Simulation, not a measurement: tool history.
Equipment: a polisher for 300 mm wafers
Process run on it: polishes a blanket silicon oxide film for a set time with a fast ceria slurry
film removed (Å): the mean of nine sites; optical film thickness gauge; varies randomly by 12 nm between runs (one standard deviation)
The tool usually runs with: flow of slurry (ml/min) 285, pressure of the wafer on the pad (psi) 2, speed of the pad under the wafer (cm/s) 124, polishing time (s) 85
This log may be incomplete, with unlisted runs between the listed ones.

run,day,flow of slurry (ml/min),pressure of the wafer on the pad (psi),speed of the pad under the wafer (cm/s),polishing time (s),wafers since the last listed run,wafers polished on this pad,hours since the slurry nozzle was cleaned,hours since the head pressure was calibrated,"incoming thickness of the incoming film, nm",film removed (Å)
1,0,340,2,124,85,0,1507,462.1,596.3,3340.4,13455
# day 2.296: slurry nozzle cleaned
2,2.467,285,2,124,85,662,2170,4.1,655.5,3425.5,13950
3,4.883,285,2,124,85,660,2830,62.1,713.5,3318,13876
4,9.025,285,2,124,85,1132,3963,161.5,812.9,3326.8,13827
# day 11.667: worn pad replaced by a new one
5,13.329,285,2,124,85,1130,454,264.8,916.2,3357.1,13602
# day 16.588: head pressure recalibrated
6,17.133,285,2,124,85,1017,1471,356.1,13.1,3363.2,13576
7,19.675,285,2,124,85,694,2166,417.1,74.1,3347.8,13173
8,21.208,285,2,124,85,419,2585,453.9,110.9,3321.5,13030
# day 23.475: slurry nozzle cleaned
9,24.404,285,2,124,85,862,3447,22.3,187.6,3307.3,13835
10,29.062,285,2,124,85,1273,4721,134.1,299.4,3330.7,13950
11,31.021,285,2,124,85,535,5256,181.1,346.4,3321.5,13653
# day 31.567: worn pad replaced by a new one
12,32.658,285,2,124,85,402,298,220.4,385.7,3338.5,13824
13,36.088,285,2,124,85,937,1236,302.7,468,3325.2,13646
14,37.771,285,2,124,85,460,1696,343.1,508.4,3375.4,13561
15,41.146,285,2,144,85,922,2618,424.1,589.4,3372.6,15091
16,43.671,285,2,112,85,690,3309,484.7,650,3376.2,11790
# day 45.042: slurry nozzle cleaned
17,46.446,330,1.8,146,57,747,4056,33.7,716.6,3350.8,10208
# day 50.396: worn pad replaced by a new one
18,50.733,285,1.4,124,85,1126,92,136.6,819.5,3287.8,10499
19,53,260,2,124,85,619,712,191,873.9,3323.6,13475
20,56.658,285,1.4,124,66,999,1712,278.8,961.7,3362.6,8045
21,58.546,340,1.6,124,85,515,2228,324.1,1007,3289,11548
22,61.583,285,2,124,85,830,3058,397,1079.9,3395.7,13087
23,63.538,240,2,124,85,534,3592,443.9,1126.8,3314.1,12627
# day 63.908: slurry nozzle cleaned
# day 67.846: worn pad replaced by a new one
24,67.867,285,2,124,85,1126,5,95,1230.7,3372.1,13808
# day 68.488: head pressure recalibrated
25,69.821,285,2,90,71,511,516,141.9,32,3377.4,8531
26,73.025,315,2.3,148,97,875,1392,218.8,108.9,3334.5,21064
27,74.542,325,2,124,85,414,1807,255.2,145.3,3297.7,13802
28,78.479,285,2,166,85,1076,2883,349.7,239.8,3371.7,17668
29,81.192,285,2,124,85,741,3625,414.8,304.9,3363.5,13354
30,85.079,375,2,168,73,1062,4687,508.1,398.2,3341.9,15407
# day 85.725: slurry nozzle cleaned
# day 87.329: worn pad replaced by a new one
31,89.467,215,2.7,124,85,1142,584,89.8,503.5,3318.3,17642
32,91.325,240,2.5,90,101,507,1092,134.4,548.1,3288.1,14516
33,95.542,285,2,124,102,1152,2245,235.6,649.3,3368.5,16421

Branching from run 33: 4 alternative next runs. What would each branch give?
A,95.558,285,2,124,85,4,2249,236,649.7,3298.9,?
B,95.558,380,2,124,85,4,2249,236,649.7,3298.9,?
C,95.558,370,2,162,114,4,2249,236,649.7,3298.9,?
D,95.558,285,2,124,65,4,2249,236,649.7,3298.9,?

run,film removed (Å)
A,13903
B,14307
C,24709
D,10632
What these runs would have given with no unlogged condition in the tool:
run,film removed (Å)
A,14073
B,14436
C,24938
D,10761
